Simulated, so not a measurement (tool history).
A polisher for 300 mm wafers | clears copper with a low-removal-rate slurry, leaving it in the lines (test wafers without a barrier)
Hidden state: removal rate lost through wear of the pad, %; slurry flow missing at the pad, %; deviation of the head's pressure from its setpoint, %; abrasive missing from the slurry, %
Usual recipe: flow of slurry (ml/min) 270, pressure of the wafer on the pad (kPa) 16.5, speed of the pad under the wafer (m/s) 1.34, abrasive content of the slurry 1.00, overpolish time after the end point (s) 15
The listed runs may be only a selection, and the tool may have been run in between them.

run,day,flow of slurry (ml/min),pressure of the wafer on the pad (kPa),speed of the pad under the wafer (m/s),abrasive content of the slurry,overpolish time after the end point (s),wafers since the last listed run,wafers polished on this pad,hours since the slurry nozzle was cleaned,hours since the head pressure was calibrated,hours since the slurry blender was calibrated,"incoming thickness of the incoming film, nm",time until the end point was called (s),dishing of a wide line in a test structure (nm)
1,0.000,270,16.5,1.34,1.00,15,0,491,568.8,119.5,290.1,414.2,108.4,13.1
# day 1.246: slurry nozzle cleaned
2,1.617,270,16.5,1.34,1.00,15,220,712,8.9,158.3,328.9,406.9,109.6,13.0
# day 4.650: worn pad replaced by a new one
# day 5.862: slurry blender recalibrated
3,7.054,270,16.5,1.34,1.00,15,727,325,139.4,288.8,28.6,412.4,109.5,13.0
4,9.433,270,16.5,1.34,1.00,15,333,659,196.5,345.9,85.7,414.1,112.0,13.4
5,10.579,270,13.1,1.34,1.00,15,160,819,224.0,373.4,113.2,417.9,135.3,12.4
# day 11.458: worn pad replaced by a new one
6,13.125,270,16.5,1.34,1.00,15,333,233,285.1,434.5,174.3,414.2,106.9,13.0
7,14.212,270,16.5,1.52,1.00,15,152,386,311.2,460.6,200.4,414.6,96.3,13.4
8,16.446,270,16.5,1.52,1.00,15,313,699,364.8,514.2,254.0,421.5,103.6,13.1
9,17.450,270,16.5,1.52,1.00,15,140,839,388.9,538.3,278.1,412.7,99.0,13.5
# day 20.154: worn pad replaced by a new one
10,20.354,270,16.5,1.34,1.00,15,383,27,458.6,608.0,347.8,416.9,107.5,12.9
# day 21.071: head pressure recalibrated
11,22.558,220,16.5,1.34,0.90,15,297,325,511.5,35.7,400.7,413.7,113.7,13.1
# day 23.767: slurry blender recalibrated
# day 24.654: slurry nozzle cleaned
12,25.317,270,16.5,0.98,1.00,7,369,694,15.9,101.9,37.2,421.3,159.1,8.7
# day 26.712: worn pad replaced by a new one
13,27.517,270,16.5,1.34,0.85,15,285,112,68.7,154.7,90.0,411.1,113.2,13.1
14,29.517,270,16.5,1.08,1.00,9,280,393,116.7,202.7,138.0,414.4,137.5,10.6
15,30.992,240,20.7,0.90,1.00,8,206,599,152.1,238.1,173.4,416.6,143.2,9.6
16,33.679,270,16.5,1.52,1.00,15,376,976,216.6,302.6,237.9,416.4,100.5,13.4
# day 34.658: worn pad replaced by a new one
17,36.262,270,16.5,1.52,1.00,15,338,225,278.6,364.6,299.9,421.7,96.7,13.3
18,38.388,345,16.5,1.34,1.00,15,297,522,329.6,415.6,350.9,409.7,104.5,13.1

Pick out some run-to-run changes in time until the end point was called (s). Of each, how much would a tool without hidden state show as well, from the settings, what came in and chance, and how much is left for the hidden state and any gauge scatter not in both results compared?
Run 5 -> 6: pressure of the wafer on the pad (kPa) 13.1 -> 16.5, worn pad replaced by a new one. time until the end point was called (s) -28.4: hidden state -7.4, all else -21.0.
Run 12 -> 13: speed of the pad under the wafer (m/s) 0.98 -> 1.34, abrasive content of the slurry 1.00 -> 0.85, overpolish time after the end point (s) 7 -> 15, worn pad replaced by a new one. time until the end point was called (s) -45.9: hidden state -5.5, all else -40.4.
